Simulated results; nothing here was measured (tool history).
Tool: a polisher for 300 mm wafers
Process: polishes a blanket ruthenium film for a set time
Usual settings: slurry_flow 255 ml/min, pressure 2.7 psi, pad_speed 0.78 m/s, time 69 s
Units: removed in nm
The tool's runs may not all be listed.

run    day  slurry_flow  pressure  pad_speed  time  wafers since the last listed run  wafers polished on this pad  hours since the slurry nozzle was cleaned  hours since the head pressure was calibrated  incoming thickness of the incoming film, nm  removed
  1  0.000          255       2.7       0.78    69                                 0                          631                                      364.0                                         945.3                                        315.6     93.5
  2  0.679          255       2.7       0.78    69                               191                          823                                      380.3                                         961.6                                        313.8     92.0
  3  1.067          255       2.2       0.72    69                               109                          932                                      389.6                                         970.9                                        309.6     70.0
  4  1.708          255       2.2       0.72    69                               180                         1113                                      405.0                                         986.3                                        309.3     67.8
     2.046  -- worn pad replaced by a new one
  5  2.067          280       2.7       0.78    69                                53                            6                                      413.6                                         994.9                                        307.6     86.5
  6  2.358          280       2.7       0.78    69                                82                           88                                      420.6                                        1001.9                                        314.0     85.5
  7  2.821          195       2.7       0.78    69                               130                          218                                      431.7                                        1013.0                                        307.5     81.0
     3.021  -- slurry nozzle cleaned
  8  3.075          185       2.7       1.00    55                                59                          278                                        1.3                                        1019.1                                        309.9     83.2
     3.483  -- worn pad replaced by a new one, repeated, since the last time left the tool worse
  9  3.708          320       2.3       0.78    55                               131                           63                                       16.5                                        1034.3                                        309.5     66.8
 10  4.296          340       3.1       0.98    77                               165                          229                                       30.6                                        1048.4                                        306.8    157.3
 11  4.796          325       3.6       1.00    80                               140                          370                                       42.6                                        1060.4                                        309.8    189.6
     5.021  -- head pressure recalibrated
 12  5.250          255       2.7       0.78    69                               104                          474                                       53.5                                           5.5                                        310.0     95.0
 13  5.642          290       2.7       0.78    69                               110                          584                                       62.9                                          14.9                                        303.5     94.5
 14  6.288          320       2.3       0.78    55                               181                          766                                       78.4                                          30.4                                        307.2     64.3
 15  6.717          210       2.7       0.78    47                               120                          887                                       88.7                                          40.7                                        310.5     60.7

What the log doesn't show, run by run:
slurry flow missing at the pad, %: 0 in every run
deviation of the head's pressure from its setpoint, %: 0 in every run
H1: removal rate lost through wear of the pad, %
run     H1
  1   3.41
  2   4.34
  3   4.87
  4   5.75
  5   10.5
  6   10.9
  7   11.5
  8   11.9
  9  0.537
 10   1.34
 11   2.03
 12   2.65
 13   3.19
 14   4.08
 15   4.67
